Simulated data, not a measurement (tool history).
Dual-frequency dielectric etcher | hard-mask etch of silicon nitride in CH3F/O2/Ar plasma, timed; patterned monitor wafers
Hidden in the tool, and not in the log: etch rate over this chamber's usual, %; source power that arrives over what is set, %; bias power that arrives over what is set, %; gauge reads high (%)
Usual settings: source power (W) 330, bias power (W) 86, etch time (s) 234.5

run   hour  source power (W)  bias power (W)  etch time (s)  wafers since the last listed run  hours since the last wet clean  hours since the last source power generator calibration  hours since the last bias power generator calibration  hours since the last upper electrode change  hours since the gauge calibration  read-back reference wafer on the same gauge, depth_nm  mean etch depth across the wafer (nm)
  1    0.0               330              74          234.5                                 0                           337.7                                                   2041.7                                                 1216.0                                       2462.2                              229.9                                                  190.0                                  168.6
      14.8  -- gauge calibrated
  2   34.7               330              74          234.5                               182                           372.4                                                   2076.4                                                 1250.7                                       2496.9                               19.9                                                  190.0                                  168.8
  3   56.9               330              86          234.5                               116                           394.6                                                   2098.6                                                 1272.9                                       2519.1                               42.1                                                  189.9                                  179.5
  4   69.1               330              86          234.5                                64                           406.8                                                   2110.8                                                 1285.1                                       2531.3                               54.3                                                  189.9                                  180.4
  5   96.7               390              86          234.5                               145                           434.4                                                   2138.4                                                 1312.7                                       2558.9                               81.9                                                  190.0                                  192.1
  6  119.6               280              86          234.5                               120                           457.3                                                   2161.3                                                 1335.6                                       2581.8                              104.8                                                  190.0                                  169.9
     132.5  -- source power generator calibrated
  7  141.0               350              86          234.5                                91                           478.7                                                      8.5                                                 1357.0                                       2603.2                              126.2                                                  189.9                                  184.7
     152.9  -- bias power generator calibrated
  8  156.9               330              86          234.5                                62                           494.6                                                     24.4                                                    4.0                                       2619.1                              142.1                                                  190.0                                  181.6
  9  173.0               330             100          234.5                                84                           510.7                                                     40.5                                                   20.1                                       2635.2                              158.2                                                  190.3                                  191.9
     207.4  -- wet clean of the chamber
 10  207.9               330              76          273.5                                57                             0.5                                                     75.4                                                   55.0                                       2670.1                              193.1                                                  190.2                                  193.5
     211.3  -- gauge calibrated
 11  219.3               400              93          234.5                                60                            11.9                                                     86.8                                                   66.4                                       2681.5                                8.0                                                  190.2                                  191.5
 12  243.7               330              86          234.5                               128                            36.3                                                    111.2                                                   90.8                                       2705.9                               32.4                                                  190.0                                  172.5
     278.8  -- upper electrode replaced
 13  279.3               330              86          175.5                                61                            71.9                                                    146.8                                                  126.4                                          0.5                               68.0                                                  190.3                                  130.1
 14  285.5               330              86          234.5                                32                            78.1                                                    153.0                                                  132.6                                          6.7                               74.2                                                  190.0                                  172.8
 15  306.1               300             103          192.5                               108                            98.7                                                    173.6                                                  153.2                                         27.3                               94.8                                                  189.9                                  148.0
 16  335.0               330              64          285.0                               152                           127.6                                                    202.5                                                  182.1                                         56.2                              123.7                                                  189.8                                  190.7
 17  353.1               330              86          234.5                                95                           145.7                                                    220.6                                                  200.2                                         74.3                              141.8                                                  190.3                                  174.4

Forecast each of these 3 alternatives for the next run:
  A  353.6               330              86          234.5                                 2                           146.2                                                    221.1                                                  200.7                                         74.8                              142.3                                                      ?                                      ?
  B  353.6               360              95          197.5                                 2                           146.2                                                    221.1                                                  200.7                                         74.8                              142.3                                                      ?                                      ?
  C  353.6               410              77          213.0                                 2                           146.2                                                    221.1                                                  200.7                                         74.8                              142.3                                                      ?                                      ?

run  read-back reference wafer on the same gauge, depth_nm  mean etch depth across the wafer (nm)
  A                                                  189.9                                  173.1
  B                                                  189.9                                  156.8
  C                                                  189.9                                  164.1
Without the tool's hidden state the same runs would have given:
run  mean etch depth across the wafer (nm)
  A                                  171.0
  B                                  154.8
  C                                  162.1
